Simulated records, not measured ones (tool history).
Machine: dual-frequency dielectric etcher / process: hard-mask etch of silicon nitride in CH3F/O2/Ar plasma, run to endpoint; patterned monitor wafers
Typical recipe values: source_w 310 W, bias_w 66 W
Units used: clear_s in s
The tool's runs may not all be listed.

| run | hour | source_w | bias_w | wafers since the last listed run | hours since the last wet clean | hours since the last source power generator calibration | hours since the last bias power generator calibration | hours since the last upper electrode change | incoming incoming film thickness, nm | clear_s |
|---|---|---|---|---|---|---|---|---|---|---|
| 1 | 0 | 310 | 66 | 0 | 551.4 | 2763.3 | 2728.4 | 5031.3 | 52.6 | 86.6 |
| 2 | 15.7 | 310 | 66 | 260 | 567.1 | 2779 | 2744.1 | 5047 | 52.9 | 86.9 |
|  | 85.8 | upper electrode replaced |
| 3 | 86.3 | 310 | 66 | 772 | 637.7 | 2849.6 | 2814.7 | 0.5 | 53 | 87.4 |
| 4 | 86.6 | 310 | 66 | 4 | 638 | 2849.9 | 2815 | 0.8 | 52.6 | 87.7 |
| 5 | 90.3 | 310 | 66 | 61 | 641.7 | 2853.6 | 2818.7 | 4.5 | 52.6 | 87.2 |
| 6 | 100.7 | 310 | 66 | 172 | 652.1 | 2864 | 2829.1 | 14.9 | 52.1 | 86.6 |
| 7 | 110.6 | 350 | 70 | 164 | 662 | 2873.9 | 2839 | 24.8 | 51.4 | 79.8 |
|  | 126.4 | source power generator calibrated |
|  | 137.8 | wet clean of the chamber |
| 8 | 138.3 | 310 | 66 | 203 | 0.5 | 11.9 | 2866.7 | 52.5 | 51.7 | 88.9 |
| 9 | 138.7 | 330 | 66 | 6 | 0.9 | 12.3 | 2867.1 | 52.9 | 52.5 | 88.1 |
|  | 149.7 | bias power generator calibrated |
|  | 172 | wet clean of the chamber, repeated, since the last time left the tool worse |
| 10 | 172.5 | 290 | 76 | 124 | 0.5 | 46.1 | 22.8 | 86.7 | 52.2 | 81 |
| 11 | 172.9 | 270 | 54 | 6 | 0.9 | 46.5 | 23.2 | 87.1 | 51.8 | 94.9 |
| 12 | 174.1 | 350 | 78 | 19 | 2.1 | 47.7 | 24.4 | 88.3 | 52.1 | 75 |
| 13 | 190 | 310 | 66 | 263 | 18 | 63.6 | 40.3 | 104.2 | 52.2 | 83.5 |
| 14 | 201.6 | 230 | 58 | 192 | 29.6 | 75.2 | 51.9 | 115.8 | 51.9 | 96.9 |

4 options for the next run, each taken on its own from the tool as it stands now. Forecast them:
| A | 202 | 310 | 76 | 6 | 30 | 75.6 | 52.3 | 116.2 | 52.3 | ? |
| B | 202 | 340 | 57 | 6 | 30 | 75.6 | 52.3 | 116.2 | 52.3 | ? |
| C | 202 | 380 | 75 | 6 | 30 | 75.6 | 52.3 | 116.2 | 52.3 | ? |
| D | 202 | 270 | 66 | 6 | 30 | 75.6 | 52.3 | 116.2 | 52.3 | ? |

| run | clear_s |
|---|---|
| A | 78.9 |
| B | 85.6 |
| C | 73.9 |
| D | 87.6 |
Had the tool no hidden state, the same runs would have come out as:
| run | clear_s |
|---|---|
| A | 78.6 |
| B | 85.2 |
| C | 73.6 |
| D | 87.2 |
